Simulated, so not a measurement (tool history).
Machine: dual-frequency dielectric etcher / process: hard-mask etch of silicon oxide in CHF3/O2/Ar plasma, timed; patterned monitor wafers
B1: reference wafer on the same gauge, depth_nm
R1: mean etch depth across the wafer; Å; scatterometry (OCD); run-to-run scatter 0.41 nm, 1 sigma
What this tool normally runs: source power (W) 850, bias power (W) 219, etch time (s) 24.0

{"run": 1, "hour": 0.0, "source power (W)": 850, "bias power (W)": 219, "etch time (s)": 24.0, "B1": 52.9, "R1": 615}
{"run": 2, "hour": 12.0, "source power (W)": 850, "bias power (W)": 241, "etch time (s)": 24.0, "B1": 52.8, "R1": 638}
{"run": 3, "hour": 19.5, "source power (W)": 850, "bias power (W)": 241, "etch time (s)": 24.0, "B1": 52.8, "R1": 651}
{"hour": 52.4, "done": "wet clean of the chamber"}
{"run": 4, "hour": 52.9, "source power (W)": 850, "bias power (W)": 219, "etch time (s)": 24.0, "B1": 53.0, "R1": 639}
{"run": 5, "hour": 53.2, "source power (W)": 850, "bias power (W)": 185, "etch time (s)": 24.0, "B1": 52.8, "R1": 585}
{"run": 6, "hour": 79.4, "source power (W)": 850, "bias power (W)": 219, "etch time (s)": 24.0, "B1": 52.8, "R1": 637}
{"hour": 87.6, "done": "gauge calibrated"}
{"run": 7, "hour": 90.4, "source power (W)": 850, "bias power (W)": 219, "etch time (s)": 24.0, "B1": 52.8, "R1": 638}
{"run": 8, "hour": 102.8, "source power (W)": 850, "bias power (W)": 219, "etch time (s)": 24.0, "B1": 52.8, "R1": 640}
{"run": 9, "hour": 112.2, "source power (W)": 650, "bias power (W)": 181, "etch time (s)": 28.0, "B1": 52.8, "R1": 620}
{"run": 10, "hour": 119.3, "source power (W)": 1050, "bias power (W)": 219, "etch time (s)": 24.0, "B1": 52.9, "R1": 679}
{"hour": 146.9, "done": "bias power generator calibrated"}
{"hour": 150.2, "done": "upper electrode replaced"}
{"run": 11, "hour": 150.7, "source power (W)": 1010, "bias power (W)": 219, "etch time (s)": 26.0, "B1": 52.8, "R1": 740}
{"run": 12, "hour": 151.0, "source power (W)": 850, "bias power (W)": 219, "etch time (s)": 24.0, "B1": 52.8, "R1": 647}
{"run": 13, "hour": 151.3, "source power (W)": 670, "bias power (W)": 233, "etch time (s)": 27.5, "B1": 52.7, "R1": 685}
{"run": 14, "hour": 161.2, "source power (W)": 660, "bias power (W)": 175, "etch time (s)": 17.5, "B1": 52.9, "R1": 388}
{"hour": 202.3, "done": "wet clean of the chamber, repeated, since the last time left the tool worse"}
{"run": 15, "hour": 202.8, "source power (W)": 850, "bias power (W)": 219, "etch time (s)": 29.5, "B1": 52.7, "R1": 744}
{"run": 16, "hour": 203.1, "source power (W)": 660, "bias power (W)": 195, "etch time (s)": 21.5, "B1": 52.7, "R1": 470}
{"run": 17, "hour": 216.0, "source power (W)": 850, "bias power (W)": 219, "etch time (s)": 29.5, "B1": 52.7, "R1": 746}
{"run": 18, "hour": 233.5, "source power (W)": 1020, "bias power (W)": 219, "etch time (s)": 20.0, "B1": 52.9, "R1": 538}
{"run": 19, "hour": 245.6, "source power (W)": 850, "bias power (W)": 219, "etch time (s)": 24.0, "B1": 52.8, "R1": 603}
{"run": 20, "hour": 259.3, "source power (W)": 760, "bias power (W)": 244, "etch time (s)": 20.5, "B1": 52.7, "R1": 519}
{"run": 21, "hour": 267.8, "source power (W)": 850, "bias power (W)": 183, "etch time (s)": 29.0, "B1": 52.8, "R1": 678}
{"run": 22, "hour": 283.5, "source power (W)": 960, "bias power (W)": 254, "etch time (s)": 28.5, "B1": 52.9, "R1": 801}
{"run": 23, "hour": 300.2, "source power (W)": 960, "bias power (W)": 219, "etch time (s)": 27.0, "B1": 52.8, "R1": 715}
{"run": 24, "hour": 310.5, "source power (W)": 850, "bias power (W)": 219, "etch time (s)": 24.0, "B1": 52.8, "R1": 601}
{"run": 25, "hour": 325.8, "source power (W)": 850, "bias power (W)": 219, "etch time (s)": 17.5, "B1": 52.8, "R1": 440}
{"run": 26, "hour": 334.9, "source power (W)": 1000, "bias power (W)": 219, "etch time (s)": 24.0, "B1": 52.8, "R1": 645}
{"run": 27, "hour": 350.1, "source power (W)": 850, "bias power (W)": 177, "etch time (s)": 28.5, "B1": 52.8, "R1": 656}
{"run": 28, "hour": 366.7, "source power (W)": 850, "bias power (W)": 219, "etch time (s)": 24.0, "B1": 52.8, "R1": 621}
{"run": 29, "hour": 378.3, "source power (W)": 650, "bias power (W)": 219, "etch time (s)": 24.0, "B1": 52.8, "R1": 557}

Forecast each of these 5 alternatives for the next run:
{"run": "A", "hour": 378.7, "source power (W)": 850, "bias power (W)": 219, "etch time (s)": 24.0, "B1": "?", "R1": "?"}
{"run": "B", "hour": 378.7, "source power (W)": 720, "bias power (W)": 249, "etch time (s)": 28.0, "B1": "?", "R1": "?"}
{"run": "C", "hour": 378.7, "source power (W)": 850, "bias power (W)": 167, "etch time (s)": 24.0, "B1": "?", "R1": "?"}
{"run": "D", "hour": 378.7, "source power (W)": 700, "bias power (W)": 219, "etch time (s)": 24.0, "B1": "?", "R1": "?"}
{"run": "E", "hour": 378.7, "source power (W)": 780, "bias power (W)": 219, "etch time (s)": 24.0, "B1": "?", "R1": "?"}

run=A B1=52.8 R1=607
run=B B1=52.8 R1=704
run=C B1=52.8 R1=541
run=D B1=52.8 R1=565
run=E B1=52.8 R1=588
Take away the tool's hidden state, keep each run's random variation, and the runs would have read:
run=A R1=596
run=B R1=692
run=C R1=531
run=D R1=555
run=E R1=578
